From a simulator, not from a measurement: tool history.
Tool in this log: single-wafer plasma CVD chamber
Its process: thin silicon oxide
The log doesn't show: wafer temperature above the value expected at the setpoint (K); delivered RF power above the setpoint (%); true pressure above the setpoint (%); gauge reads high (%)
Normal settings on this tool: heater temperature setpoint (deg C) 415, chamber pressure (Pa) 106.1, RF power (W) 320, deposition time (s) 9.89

run	hour	heater temperature setpoint (deg C)	chamber pressure (Pa)	RF power (W)	deposition time (s)	wafers since the last listed run	hours since the last thermocouple change	hours since the last RF generator calibration	hours since the last manometer calibration	hours since the showerhead was replaced	hours since the gauge calibration	read-back reference wafer on the same gauge, thickness_nm	mean film thickness on the monitor wafer (angstrom)
1	0.0	410	106.1	320	9.89	0	2856.6	902.5	2457.4	8693.0	151.2	25.106	206.99
2	19.2	410	106.1	320	9.89	445	2875.8	921.7	2476.6	8712.2	170.4	25.104	206.72
3	48.1	415	106.1	320	10.85	671	2904.7	950.6	2505.5	8741.1	199.3	25.104	225.17
4	69.4	415	106.1	320	10.85	494	2926.0	971.9	2526.8	8762.4	220.6	25.103	225.45
# hour 86.9: capacitance manometer re-zeroed and calibrated
5	87.4	415	106.1	320	10.85	232	2944.0	989.9	0.5	8780.4	238.6	25.096	224.67
6	95.9	415	106.1	335	9.89	197	2952.5	998.4	9.0	8788.9	247.1	25.108	209.98
# hour 107.5: gauge calibrated
7	114.6	415	106.1	335	9.89	434	2971.2	1017.1	27.7	8807.6	7.1	25.096	209.77
8	129.0	415	106.1	320	10.85	334	2985.6	1031.5	42.1	8822.0	21.5	25.103	224.92
# hour 158.3: thermocouple changed; heater temperature recalibrated
9	164.9	415	95.7	340	9.89	647	6.6	1067.4	78.0	8857.9	57.4	25.092	199.38
# hour 179.4: RF generator calibrated
10	183.0	427	106.1	320	8.27	234	24.7	3.6	96.1	8876.0	75.5	25.111	176.79

Run 11 has not been measured yet. What should we expect?
# hour 193.0: showerhead replaced
11	196.1	405	106.1	320	9.89	118	37.8	16.7	109.2	3.1	88.6	?	?

{"run 11": {"read-back reference wafer on the same gauge, thickness_nm": 25.102, "mean film thickness on the monitor wafer (angstrom)": 214.69}}
The same run, on a tool lacking any hidden state, would have yielded mean film thickness on the monitor wafer (angstrom) 215.25.
